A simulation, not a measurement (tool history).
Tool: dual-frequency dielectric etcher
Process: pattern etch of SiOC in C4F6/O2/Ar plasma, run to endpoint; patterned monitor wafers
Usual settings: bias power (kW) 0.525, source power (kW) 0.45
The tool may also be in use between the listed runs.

run,hour,bias power (kW),source power (kW),wafers since the last listed run,hours since the last wet clean,hours since the last bias power generator calibration,hours since the last source power generator calibration,hours since the last upper electrode change,"incoming incoming film thickness, nm",endpoint time (s)
1,0,0.525,0.48,0,305.4,3130.1,1897.9,3591.1,26.15,8.8
2,24.2,0.611,0.45,322,329.6,3154.3,1922.1,3615.3,26.04,8.6
3,59.1,0.611,0.45,465,364.5,3189.2,1957,3650.2,26.09,8.6
4,71.9,0.611,0.45,170,377.3,3202,1969.8,3663,26.07,8.6
5,92,0.573,0.45,268,397.4,3222.1,1989.9,3683.1,26.01,8.9
6,110.4,0.525,0.45,245,415.8,3240.5,2008.3,3701.5,25.95,9.1
7,144.5,0.525,0.45,454,449.9,3274.6,2042.4,3735.6,25.86,9.1
8,167.5,0.525,0.45,306,472.9,3297.6,2065.4,3758.6,25.94,9.1
# hour 208.3: wet clean of the chamber
9,208.8,0.525,0.45,230,0.5,3338.9,2106.7,3799.9,26.3,8.9
10,230,0.525,0.45,282,21.7,3360.1,2127.9,3821.1,26,8.9
11,250.1,0.525,0.45,268,41.8,3380.2,2148,3841.2,25.82,8.7
12,284.4,0.525,0.45,457,76.1,3414.5,2182.3,3875.5,26,9
13,317.4,0.525,0.45,440,109.1,3447.5,2215.3,3908.5,26.26,9
# hour 337.7: bias power generator calibrated
14,345.8,0.451,0.48,325,137.5,8.1,2243.7,3936.9,25.91,9.2
15,370.2,0.407,0.36,325,161.9,32.5,2268.1,3961.3,26.11,10.7
16,448.5,0.635,0.48,1044,240.2,110.8,2346.4,4039.6,25.76,8.2
# hour 477.3: source power generator calibrated
# hour 499.8: upper electrode replaced
17,500.3,0.525,0.54,338,292,162.6,23,0.5,25.82,8.4
18,500.6,0.525,0.45,4,292.3,162.9,23.3,0.8,25.87,9
19,525.6,0.571,0.35,333,317.3,187.9,48.3,25.8,26.13,9.7
20,542.6,0.562,0.56,226,334.3,204.9,65.3,42.8,26.1,8.3
21,567,0.468,0.35,325,358.7,229.3,89.7,67.2,26,10.5
22,580.4,0.425,0.39,178,372.1,242.7,103.1,80.6,26.1,10.3
23,599,0.488,0.54,248,390.7,261.3,121.7,99.2,26.21,8.9
24,629.7,0.433,0.38,409,421.4,292,152.4,129.9,25.95,10.5
25,656.4,0.525,0.38,356,448.1,318.7,179.1,156.6,25.95,9.8

Forecast each of these 4 alternatives for the next run:
A,656.8,0.525,0.45,5,448.5,319.1,179.5,157,25.8,?
B,656.8,0.478,0.54,5,448.5,319.1,179.5,157,25.8,?
C,656.8,0.525,0.52,5,448.5,319.1,179.5,157,25.8,?
D,656.8,0.434,0.41,5,448.5,319.1,179.5,157,25.8,?

run,endpoint time (s)
A,9.2
B,8.9
C,8.7
D,10.1
Without the tool's hidden state the same runs would have given:
run,endpoint time (s)
A,8.8
B,8.5
C,8.3
D,9.7

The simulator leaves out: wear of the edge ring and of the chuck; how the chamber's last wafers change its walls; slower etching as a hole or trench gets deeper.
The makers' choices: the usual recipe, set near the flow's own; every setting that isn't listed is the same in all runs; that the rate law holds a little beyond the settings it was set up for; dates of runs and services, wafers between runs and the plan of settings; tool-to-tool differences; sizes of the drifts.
